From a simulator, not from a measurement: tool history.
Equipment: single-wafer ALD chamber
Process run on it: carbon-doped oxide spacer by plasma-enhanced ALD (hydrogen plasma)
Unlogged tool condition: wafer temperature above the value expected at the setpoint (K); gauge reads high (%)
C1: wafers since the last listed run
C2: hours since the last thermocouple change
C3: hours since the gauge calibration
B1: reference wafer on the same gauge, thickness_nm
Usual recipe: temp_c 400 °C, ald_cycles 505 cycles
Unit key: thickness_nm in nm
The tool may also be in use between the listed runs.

run 1 hour=0 | temp_c=400 ald_cycles=505 | C1=0 C2=1843 C3=68.3 | B1=29.003 | thickness_nm=26.373
run 2 hour=13 | temp_c=400 ald_cycles=505 | C1=12 C2=1856 C3=81.3 | B1=28.998 | thickness_nm=26.372
run 3 hour=21.4 | temp_c=400 ald_cycles=505 | C1=8 C2=1864.4 C3=89.7 | B1=29.002 | thickness_nm=26.29
run 4 hour=33.3 | temp_c=400 ald_cycles=549 | C1=11 C2=1876.3 C3=101.6 | B1=29.014 | thickness_nm=28.608
run 5 hour=46.7 | temp_c=412 ald_cycles=548 | C1=13 C2=1889.7 C3=115 | B1=28.978 | thickness_nm=27.486
run 6 hour=62.3 | temp_c=412 ald_cycles=548 | C1=15 C2=1905.3 C3=130.6 | B1=29.002 | thickness_nm=27.64
-- hour=62.7 gauge calibrated
run 7 hour=73.3 | temp_c=400 ald_cycles=505 | C1=10 C2=1916.3 C3=10.6 | B1=28.98 | thickness_nm=26.399
run 8 hour=81.7 | temp_c=400 ald_cycles=505 | C1=8 C2=1924.7 C3=19 | B1=29.023 | thickness_nm=26.33
run 9 hour=98.6 | temp_c=400 ald_cycles=505 | C1=16 C2=1941.6 C3=35.9 | B1=29.003 | thickness_nm=26.337
run 10 hour=109.9 | temp_c=400 ald_cycles=505 | C1=11 C2=1952.9 C3=47.2 | B1=29.016 | thickness_nm=26.205
run 11 hour=116.6 | temp_c=400 ald_cycles=505 | C1=6 C2=1959.6 C3=53.9 | B1=28.988 | thickness_nm=26.347
run 12 hour=126.9 | temp_c=391 ald_cycles=604 | C1=10 C2=1969.9 C3=64.2 | B1=29.002 | thickness_nm=31.568
run 13 hour=136.9 | temp_c=409 ald_cycles=450 | C1=9 C2=1979.9 C3=74.2 | B1=29.006 | thickness_nm=22.951
run 14 hour=144.6 | temp_c=409 ald_cycles=594 | C1=7 C2=1987.6 C3=81.9 | B1=28.999 | thickness_nm=30.261
run 15 hour=159.5 | temp_c=392 ald_cycles=547 | C1=14 C2=2002.5 C3=96.8 | B1=29 | thickness_nm=28.556
-- hour=175.9 thermocouple changed; heater temperature recalibrated
run 16 hour=176.4 | temp_c=400 ald_cycles=439 | C1=8 C2=0.5 C3=113.7 | B1=28.992 | thickness_nm=22.996
-- hour=181.6 gauge calibrated
run 17 hour=192.6 | temp_c=400 ald_cycles=505 | C1=15 C2=16.7 C3=11 | B1=28.992 | thickness_nm=26.352
run 18 hour=207.6 | temp_c=400 ald_cycles=544 | C1=14 C2=31.7 C3=26 | B1=28.986 | thickness_nm=28.382
run 19 hour=219.9 | temp_c=414 ald_cycles=573 | C1=12 C2=44 C3=38.3 | B1=28.984 | thickness_nm=28.76
run 20 hour=226.3 | temp_c=415 ald_cycles=581 | C1=6 C2=50.4 C3=44.7 | B1=29 | thickness_nm=29.096
run 21 hour=237.3 | temp_c=410 ald_cycles=550 | C1=10 C2=61.4 C3=55.7 | B1=29.008 | thickness_nm=27.966

3 options for the next run, each taken on its own from the tool as it stands now. Forecast them:
run A hour=238.5 | temp_c=387 ald_cycles=505 | C1=1 C2=62.6 C3=56.9 | B1=? | thickness_nm=?
run B hour=238.5 | temp_c=400 ald_cycles=418 | C1=1 C2=62.6 C3=56.9 | B1=? | thickness_nm=?
run C hour=238.5 | temp_c=391 ald_cycles=505 | C1=1 C2=62.6 C3=56.9 | B1=? | thickness_nm=?

run=A B1=28.983 thickness_nm=26.329
run=B B1=28.983 thickness_nm=21.793
run=C B1=28.983 thickness_nm=26.329
The same runs, with their run-to-run variation unchanged, on a tool lacking any hidden condition would have given:
run=A thickness_nm=26.329
run=B thickness_nm=21.793
run=C thickness_nm=26.329
